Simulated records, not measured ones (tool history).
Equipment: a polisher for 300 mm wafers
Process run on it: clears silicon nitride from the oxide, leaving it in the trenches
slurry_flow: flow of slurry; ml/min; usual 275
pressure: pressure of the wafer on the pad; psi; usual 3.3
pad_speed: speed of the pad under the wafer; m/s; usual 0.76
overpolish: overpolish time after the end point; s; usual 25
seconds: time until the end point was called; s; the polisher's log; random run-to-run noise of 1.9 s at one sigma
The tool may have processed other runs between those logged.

run,day,slurry_flow,pressure,pad_speed,overpolish,wafers since the last listed run,wafers polished on this pad,hours since the slurry nozzle was cleaned,hours since the head pressure was calibrated,"incoming thickness of the incoming film, nm",seconds
1,0.000,275,3.3,0.76,25,0,1108,13.9,1238.0,100.2,137.2
# day 1.708: worn pad replaced by a new one
2,1.904,275,3.3,0.76,25,214,24,59.6,1283.7,100.5,141.9
3,3.829,275,3.3,0.76,25,237,262,105.8,1329.9,101.0,141.0
4,6.192,275,3.3,0.76,25,291,554,162.5,1386.6,99.3,139.2
5,7.579,275,3.3,0.76,25,171,725,195.8,1419.9,99.5,143.7
6,8.825,275,3.3,0.76,25,153,879,225.7,1449.8,99.5,143.2
7,11.688,275,3.3,0.76,25,353,1233,294.4,1518.5,100.3,149.1
# day 12.092: slurry nozzle cleaned
# day 12.462: head pressure recalibrated
# day 12.629: worn pad replaced by a new one
8,14.038,275,3.3,0.76,25,254,174,46.7,37.8,98.7,123.5
9,15.542,180,3.7,0.76,29,185,360,82.8,73.9,99.5,118.5
10,17.508,275,3.3,0.76,25,243,603,130.0,121.1,100.1,128.8
11,19.146,275,3.3,0.86,12,202,805,169.3,160.4,99.3,116.0
12,20.746,275,3.3,0.76,19,197,1003,207.7,198.8,101.1,129.0
# day 22.083: worn pad replaced by a new one
13,22.604,345,3.3,0.56,25,209,64,252.3,243.4,98.7,159.0
14,25.108,275,3.3,0.76,25,309,373,312.4,303.5,99.8,135.0
15,27.175,275,3.3,0.76,17,255,629,362.0,353.1,100.4,142.3
# day 28.221: slurry nozzle cleaned
16,29.788,275,3.3,0.76,25,317,946,37.6,415.8,100.8,127.1

How the hidden state differs across the entries between the runs, from the last listed run before each to the first after it:
In the gap between runs 1 and 2: worn pad replaced by a new one (day 1.708)
  slurry flow missing at the pad, %: 2.56 -> 3.64; deviation of the head's pressure from its setpoint, %: -9.79 -> -10.2
  measured result minus the result with no hidden state, seconds: +13.8 -> +14.9 s
In the gap between runs 7 and 8: slurry nozzle cleaned (day 12.092); head pressure recalibrated (day 12.462); worn pad replaced by a new one (day 12.629)
  slurry flow missing at the pad, %: 30.5 -> 3.12; deviation of the head's pressure from its setpoint, %: -12.1 -> -0.175
  measured result minus the result with no hidden state, seconds: +24.3 -> +0.6 s
In the gap between runs 12 and 13: worn pad replaced by a new one (day 22.083)
  slurry flow missing at the pad, %: 16.4 -> 23; deviation of the head's pressure from its setpoint, %: -1.49 -> -1.86
  measured result minus the result with no hidden state, seconds: +4.6 -> +6.9 s
In the gap between runs 15 and 16: slurry nozzle cleaned (day 28.221)
  slurry flow missing at the pad, %: 44.8 -> 1.53; deviation of the head's pressure from its setpoint, %: -2.76 -> -3.27
  measured result minus the result with no hidden state, seconds: +16.2 -> +4.3 s
